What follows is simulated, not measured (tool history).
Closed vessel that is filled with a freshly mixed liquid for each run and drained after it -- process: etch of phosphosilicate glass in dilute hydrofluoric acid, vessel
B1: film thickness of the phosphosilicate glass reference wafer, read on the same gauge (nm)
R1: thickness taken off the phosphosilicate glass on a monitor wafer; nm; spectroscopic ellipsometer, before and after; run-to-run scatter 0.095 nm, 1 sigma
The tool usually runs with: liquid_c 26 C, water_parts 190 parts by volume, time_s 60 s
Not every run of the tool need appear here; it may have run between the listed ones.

{"run": 1, "day": 0.0, "liquid_c": 26, "water_parts": 190, "time_s": 60, "B1": 29.98, "R1": 30.13}
{"run": 2, "day": 3.229, "liquid_c": 26, "water_parts": 190, "time_s": 60, "B1": 29.99, "R1": 30.07}
{"run": 3, "day": 4.771, "liquid_c": 26, "water_parts": 190, "time_s": 60, "B1": 30.02, "R1": 30.32}
{"day": 14.325, "done": "thermometer replaced"}
{"run": 4, "day": 16.521, "liquid_c": 26, "water_parts": 190, "time_s": 60, "B1": 30, "R1": 28.86}
{"day": 19.133, "done": "gauge calibrated"}
{"run": 5, "day": 19.304, "liquid_c": 26, "water_parts": 190, "time_s": 60, "B1": 30, "R1": 29.03}
{"run": 6, "day": 22.742, "liquid_c": 26, "water_parts": 190, "time_s": 60, "B1": 30.02, "R1": 29.04}
{"run": 7, "day": 24.871, "liquid_c": 26, "water_parts": 190, "time_s": 60, "B1": 30.02, "R1": 28.99}
{"run": 8, "day": 26.475, "liquid_c": 26, "water_parts": 190, "time_s": 60, "B1": 30.02, "R1": 28.9}
{"day": 26.912, "done": "hydrofluoric acid flow meter replaced"}
{"run": 9, "day": 35.154, "liquid_c": 26, "water_parts": 190, "time_s": 60, "B1": 30.02, "R1": 29.18}
{"run": 10, "day": 37.867, "liquid_c": 26, "water_parts": 190, "time_s": 60, "B1": 30.01, "R1": 29.06}
{"run": 11, "day": 39.562, "liquid_c": 26, "water_parts": 190, "time_s": 60, "B1": 30.04, "R1": 29.09}
{"run": 12, "day": 43.346, "liquid_c": 26, "water_parts": 190, "time_s": 60, "B1": 29.97, "R1": 29.13}
{"run": 13, "day": 47.817, "liquid_c": 29.5, "water_parts": 100, "time_s": 90, "B1": 30, "R1": 106.63}
{"run": 14, "day": 50.15, "liquid_c": 26, "water_parts": 160, "time_s": 30, "B1": 29.97, "R1": 17.87}
{"run": 15, "day": 52.783, "liquid_c": 26, "water_parts": 190, "time_s": 60, "B1": 30.02, "R1": 29.31}
{"run": 16, "day": 56.767, "liquid_c": 28.5, "water_parts": 155, "time_s": 80, "B1": 29.99, "R1": 55.01}
{"run": 17, "day": 60.575, "liquid_c": 26, "water_parts": 190, "time_s": 60, "B1": 29.98, "R1": 29.44}
{"run": 18, "day": 62.746, "liquid_c": 26, "water_parts": 190, "time_s": 60, "B1": 29.94, "R1": 29.51}
{"run": 19, "day": 65.496, "liquid_c": 21.5, "water_parts": 190, "time_s": 70, "B1": 30.01, "R1": 29.02}
{"run": 20, "day": 68.692, "liquid_c": 30.5, "water_parts": 220, "time_s": 75, "B1": 30.01, "R1": 36}
{"run": 21, "day": 73.746, "liquid_c": 28, "water_parts": 275, "time_s": 90, "B1": 29.98, "R1": 29.9}
{"run": 22, "day": 76.654, "liquid_c": 30.5, "water_parts": 265, "time_s": 95, "B1": 30.03, "R1": 35.81}
{"day": 79.9, "done": "hydrofluoric acid flow meter replaced"}
{"run": 23, "day": 83.75, "liquid_c": 26, "water_parts": 260, "time_s": 60, "B1": 30.01, "R1": 20.11}
{"run": 24, "day": 88.138, "liquid_c": 30.5, "water_parts": 130, "time_s": 60, "B1": 30, "R1": 55.48}
{"run": 25, "day": 89.988, "liquid_c": 26, "water_parts": 190, "time_s": 60, "B1": 30, "R1": 29.82}
{"run": 26, "day": 92.9, "liquid_c": 26, "water_parts": 265, "time_s": 60, "B1": 30, "R1": 19.75}
{"day": 93.854, "done": "gauge calibrated"}
{"run": 27, "day": 94.996, "liquid_c": 24, "water_parts": 190, "time_s": 60, "B1": 29.95, "R1": 27.95}
{"run": 28, "day": 96.892, "liquid_c": 26, "water_parts": 260, "time_s": 60, "B1": 30.07, "R1": 20.25}
{"run": 29, "day": 101.092, "liquid_c": 26, "water_parts": 190, "time_s": 35, "B1": 30.02, "R1": 17.47}
{"run": 30, "day": 105.262, "liquid_c": 26, "water_parts": 190, "time_s": 60, "B1": 30.02, "R1": 30.07}
{"day": 107.038, "done": "thermometer replaced"}
{"run": 31, "day": 108.983, "liquid_c": 22.5, "water_parts": 105, "time_s": 80, "B1": 29.99, "R1": 67.28}
{"run": 32, "day": 111.412, "liquid_c": 27.5, "water_parts": 190, "time_s": 45, "B1": 30.03, "R1": 22.85}

Per-run results on a tool with no hidden state, each run keeping its own random variation:
Hidden conditions of the tool in this case: liquid hotter than its thermometer reads (K); hydrofluoric acid flow below the setpoint (%); gauge reads high (%).
run=1 R1=28.67
run=2 R1=28.58
run=3 R1=28.79
run=4 R1=28.73
run=5 R1=28.86
run=6 R1=28.82
run=7 R1=28.75
run=8 R1=28.63
run=9 R1=28.79
run=10 R1=28.63
run=11 R1=28.64
run=12 R1=28.63
run=13 R1=104.49
run=14 R1=17.5
run=15 R1=28.68
run=16 R1=53.73
run=17 R1=28.7
run=18 R1=28.74
run=19 R1=28.18
run=20 R1=35.03
run=21 R1=29.04
run=22 R1=34.75
run=23 R1=19.42
run=24 R1=53.38
run=25 R1=28.67
run=26 R1=19
run=27 R1=26.78
run=28 R1=19.44
run=29 R1=16.7
run=30 R1=28.7
run=31 R1=66.77
run=32 R1=22.67
